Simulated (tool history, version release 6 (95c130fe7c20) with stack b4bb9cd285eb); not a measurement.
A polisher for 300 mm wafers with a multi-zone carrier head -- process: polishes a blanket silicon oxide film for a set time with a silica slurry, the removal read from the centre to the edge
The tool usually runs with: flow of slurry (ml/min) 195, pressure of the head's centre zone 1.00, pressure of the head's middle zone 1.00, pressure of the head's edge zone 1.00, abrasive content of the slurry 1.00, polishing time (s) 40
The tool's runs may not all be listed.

run    hour  flow of slurry (ml/min)  pressure of the head's centre zone  pressure of the head's middle zone  pressure of the head's edge zone  abrasive content of the slurry  polishing time (s)  wafers since the last listed run  wafers polished on this pad  hours since the slurry nozzle was cleaned  hours since the centre zone pressure was calibrated  hours since the edge zone pressure was calibrated  hours since the carrier head's membrane was replaced  incoming thickness of the incoming film, nm  film removed at the wafer's centre (angstrom)  film removed at mid-radius (angstrom)  film removed at the wafer's edge (angstrom)
  1     0.0                      195                                1.00                                1.00                              1.00                            1.00                  40                                 0                          874                                        3.2                                                168.0                                              458.7                                                 620.5                                       1521.9                                           1201                                   1235                                         1215
  2    45.2                      195                                1.00                                1.03                              1.00                            1.00                  40                               530                         1404                                       48.4                                                213.2                                              503.9                                                 665.7                                       1533.4                                           1175                                   1253                                         1214
  3    93.4                      195                                1.00                                1.03                              1.00                            1.00                  40                               565                         1969                                       96.6                                                261.4                                              552.1                                                 713.9                                       1507.4                                           1180                                   1228                                         1193
  4   141.1                      195                                1.00                                1.03                              1.00                            1.00                  40                               559                         2529                                      144.3                                                309.1                                              599.8                                                 761.6                                       1495.2                                           1156                                   1236                                         1166
      206.5  -- worn pad replaced by a new one, repeated, since the last time left the tool worse
  5   207.0                      195                                1.00                                1.00                              1.00                            1.00                  40                               726                            6                                      210.2                                                375.0                                              665.7                                                 827.5                                       1530.4                                           1415                                   1461                                         1416
  6   253.7                      195                                1.00                                1.00                              1.00                            1.00                  40                               547                          553                                      256.9                                                421.7                                              712.4                                                 874.2                                       1518.7                                           1380                                   1421                                         1412
      278.0  -- carrier head's membrane replaced by a new one
  7   316.0                      195                                1.00                                1.00                              1.00                            1.00                  40                               672                         1225                                      319.2                                                484.0                                              774.7                                                  38.0                                       1532.4                                           1388                                   1392                                         1385
      322.8  -- centre zone pressure recalibrated
      340.8  -- slurry nozzle cleaned
  8   382.3                      195                                1.00                                1.00                              1.00                            1.00                  40                               742                         1968                                       41.5                                                 59.5                                              841.0                                                 104.3                                       1526.6                                           1336                                   1386                                         1369
  9   444.7                      195                                1.00                                1.00                              1.00                            1.20                  40                               731                         2700                                      103.9                                                121.9                                              903.4                                                 166.7                                       1555.8                                           1437                                   1492                                         1480
 10   472.3                      195                                0.91                                1.12                              0.88                            0.75                  40                               323                         3023                                      131.5                                                149.5                                              931.0                                                 194.3                                       1554.1                                           1052                                   1320                                         1118
      534.9  -- worn pad replaced by a new one
      535.9  -- edge zone pressure recalibrated
 11   543.2                      140                                1.00                                1.11                              1.00                            1.00                  51                               773                           85                                      202.4                                                220.4                                                7.3                                                 265.2                                       1515.0                                           1649                                   1894                                         1702
 12   568.1                      155                                1.00                                0.94                              0.93                            1.00                  51                               292                          377                                      227.3                                                245.3                                               32.2                                                 290.1                                       1515.3                                           1643                                   1632                                         1673
 13   639.6                      195                                1.00                                1.00                              0.94                            1.00                  40                               838                         1216                                      298.8                                                316.8                                              103.7                                                 361.6                                       1526.5                                           1361                                   1388                                         1331
 14   681.7                      195                                1.00                                1.00                              1.00                            1.00                  40                               493                         1709                                      340.9                                                358.9                                              145.8                                                 403.7                                       1558.3                                           1341                                   1382                                         1383
      701.6  -- slurry nozzle cleaned
 15   742.8                      140                                1.00                                1.00                              1.00                            1.00                  40                               704                         2414                                       41.2                                                420.0                                              206.9                                                 464.8                                       1513.7                                           1238                                   1267                                         1284
      764.9  -- centre zone pressure recalibrated
 16   768.8                      150                                1.12                                1.11                              0.90                            1.00                  40                               281                         2696                                       67.2                                                  3.9                                              232.9                                                 490.8                                       1548.8                                           1406                                   1429                                         1247
 17   831.1                      195                                1.00                                1.00                              0.90                            1.00                  40                               730                         3427                                      129.5                                                 66.2                                              295.2                                                 553.1                                       1530.2                                           1341                                   1357                                         1282
      870.5  -- worn pad replaced by a new one
 18   995.6                      195                                0.88                                1.00                              1.00                            1.00                  51                              1882                         1466                                      294.0                                                230.7                                              459.7                                                 717.6                                       1503.9                                           1503                                   1765                                         1735
     1063.2  -- slurry nozzle cleaned
 19  1065.4                      220                                1.00                                1.00                              1.00                            1.00                  40                               806                         2273                                        2.2                                                300.5                                              529.5                                                 787.4                                       1513.1                                           1336                                   1388                                         1375
     1120.1  -- carrier head's membrane replaced by a new one
 20  1131.1                      195                                0.94                                1.00                              1.03                            1.00                  40                               711                         2985                                       67.9                                                366.2                                              595.2                                                  11.0                                       1555.6                                           1215                                   1383                                         1375
     1163.5  -- centre zone pressure recalibrated
 21  1167.7                      195                                1.08                                1.00                              1.00                            1.00                  40                               405                         3391                                      104.5                                                  4.2                                              631.8                                                  47.6                                       1538.2                                           1423                                   1341                                         1344

Predict each of these 4 candidate next runs independently; none follows another, all start after run 21:
  A  1168.1                      195                                1.00                                1.00                              1.00                            1.15                  40                                 4                         3396                                      104.9                                                  4.6                                              632.2                                                  48.0                                       1545.0                                              ?                                      ?                                            ?
  B  1168.1                      195                                1.10                                1.00                              1.05                            1.00                  40                                 4                         3396                                      104.9                                                  4.6                                              632.2                                                  48.0                                       1545.0                                              ?                                      ?                                            ?
  C  1168.1                      160                                1.00                                1.00                              0.97                            1.00                  40                                 4                         3396                                      104.9                                                  4.6                                              632.2                                                  48.0                                       1545.0                                              ?                                      ?                                            ?
  D  1168.1                      195                                1.00                                1.04                              1.00                            0.85                  40                                 4                         3396                                      104.9                                                  4.6                                              632.2                                                  48.0                                       1545.0                                              ?                                      ?                                            ?

run  film removed at the wafer's centre (angstrom)  film removed at mid-radius (angstrom)  film removed at the wafer's edge (angstrom)
  A                                           1402                                   1439                                         1423
  B                                           1454                                   1356                                         1373
  C                                           1268                                   1308                                         1287
  D                                           1227                                   1302                                         1244
Without the tool's unlogged condition, the same runs would have read:
run  film removed at the wafer's centre (angstrom)  film removed at mid-radius (angstrom)  film removed at the wafer's edge (angstrom)
  A                                           1501                                   1542                                         1524
  B                                           1558                                   1452                                         1471
  C                                           1359                                   1402                                         1378
  D                                           1314                                   1395                                         1333
